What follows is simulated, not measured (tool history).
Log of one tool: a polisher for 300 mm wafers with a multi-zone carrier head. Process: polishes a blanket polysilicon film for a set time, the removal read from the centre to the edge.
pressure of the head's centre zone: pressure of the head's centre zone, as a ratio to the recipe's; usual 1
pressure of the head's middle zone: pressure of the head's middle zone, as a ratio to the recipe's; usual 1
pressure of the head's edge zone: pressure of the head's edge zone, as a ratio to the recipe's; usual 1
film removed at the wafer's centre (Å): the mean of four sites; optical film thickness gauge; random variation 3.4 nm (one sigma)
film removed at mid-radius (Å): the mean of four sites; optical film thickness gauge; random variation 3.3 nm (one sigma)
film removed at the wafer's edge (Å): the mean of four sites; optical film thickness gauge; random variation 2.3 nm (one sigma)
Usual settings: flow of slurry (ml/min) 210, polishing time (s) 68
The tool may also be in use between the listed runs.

| run | hour | flow of slurry (ml/min) | pressure of the head's centre zone | pressure of the head's middle zone | pressure of the head's edge zone | polishing time (s) | incoming thickness of the incoming film, nm | film removed at the wafer's centre (Å) | film removed at mid-radius (Å) | film removed at the wafer's edge (Å) |
|---|---|---|---|---|---|---|---|---|---|---|
| 1 | 0 | 210 | 1 | 1 | 1.07 | 68 | 1954.3 | 2852 | 2837 | 3027 |
|  | 15.8 | worn pad replaced by a new one |
| 2 | 16.3 | 210 | 1 | 1 | 1 | 68 | 1928.2 | 2858 | 2886 | 2979 |
| 3 | 61.7 | 210 | 1 | 1 | 1 | 68 | 1970.8 | 2852 | 2859 | 2911 |
| 4 | 81.9 | 155 | 1 | 1 | 1 | 84 | 1959.5 | 3295 | 3370 | 3526 |
| 5 | 99 | 235 | 1 | 1 | 1 | 68 | 1899 | 2860 | 2913 | 3010 |
| 6 | 132 | 245 | 0.97 | 1 | 1 | 87 | 1954.8 | 3612 | 3789 | 3816 |
| 7 | 165.8 | 210 | 1 | 1 | 1 | 68 | 1932.4 | 2772 | 2862 | 3011 |
| 8 | 200.1 | 270 | 1 | 1 | 0.92 | 49 | 1929.2 | 2044 | 2111 | 2107 |
| 9 | 223.4 | 210 | 1 | 0.88 | 1.07 | 68 | 1929.1 | 2747 | 2591 | 3075 |
|  | 237.1 | slurry nozzle cleaned |
|  | 245.4 | worn pad replaced by a new one |
| 10 | 249.9 | 145 | 1.03 | 0.92 | 1 | 68 | 1936.3 | 2623 | 2464 | 2809 |
| 11 | 270.2 | 210 | 1 | 1 | 1.08 | 68 | 1933.8 | 2711 | 2858 | 3078 |
| 12 | 287.1 | 210 | 1 | 1 | 1 | 68 | 1926.1 | 2778 | 2857 | 2975 |
| 13 | 299.4 | 210 | 0.91 | 1.09 | 1 | 68 | 1950.3 | 2420 | 3109 | 2997 |
| 14 | 334.8 | 210 | 1 | 1 | 1 | 68 | 1923.8 | 2723 | 2786 | 2926 |
| 15 | 360.4 | 210 | 1 | 1 | 1.07 | 57 | 1935.2 | 2280 | 2436 | 2557 |
| 16 | 388 | 175 | 1 | 0.89 | 1 | 68 | 1955.6 | 2615 | 2569 | 2921 |
|  | 401.4 | centre zone pressure recalibrated |
| 17 | 412.7 | 150 | 0.88 | 1 | 0.92 | 48 | 1919.5 | 1708 | 1888 | 1925 |
| 18 | 427 | 265 | 0.9 | 1.04 | 1 | 68 | 1926.7 | 2704 | 3002 | 3080 |
| 19 | 460.2 | 240 | 1 | 1 | 1 | 68 | 1944.7 | 2896 | 2866 | 2992 |
|  | 488.3 | worn pad replaced by a new one |
| 20 | 488.8 | 210 | 0.93 | 1 | 1.06 | 68 | 1959.5 | 2600 | 2861 | 3043 |
| 21 | 515.3 | 210 | 0.93 | 1 | 0.89 | 68 | 1947.3 | 2609 | 2889 | 2830 |
| 22 | 534.2 | 210 | 0.96 | 0.93 | 1 | 68 | 1926.1 | 2728 | 2689 | 2963 |

4 ways to go on from here, each from the tool as it stands after run 22. What would each give?
| A | 534.7 | 210 | 1 | 1 | 1 | 68 | 1899.4 | ? | ? | ? |
| B | 534.7 | 210 | 1 | 1 | 0.95 | 68 | 1899.4 | ? | ? | ? |
| C | 534.7 | 210 | 1 | 0.92 | 1.09 | 44 | 1899.4 | ? | ? | ? |
| D | 534.7 | 210 | 1 | 0.96 | 1 | 50 | 1899.4 | ? | ? | ? |

| run | film removed at the wafer's centre (Å) | film removed at mid-radius (Å) | film removed at the wafer's edge (Å) |
|---|---|---|---|
| A | 2892 | 2890 | 2991 |
| B | 2892 | 2890 | 2929 |
| C | 1870 | 1745 | 2009 |
| D | 2126 | 2054 | 2200 |
Without the tool's hidden state the same runs would have given:
| run | film removed at the wafer's centre (Å) | film removed at mid-radius (Å) | film removed at the wafer's edge (Å) |
|---|---|---|---|
| A | 2985 | 2889 | 2991 |
| B | 2985 | 2889 | 2929 |
| C | 1930 | 1744 | 2009 |
| D | 2194 | 2053 | 2200 |

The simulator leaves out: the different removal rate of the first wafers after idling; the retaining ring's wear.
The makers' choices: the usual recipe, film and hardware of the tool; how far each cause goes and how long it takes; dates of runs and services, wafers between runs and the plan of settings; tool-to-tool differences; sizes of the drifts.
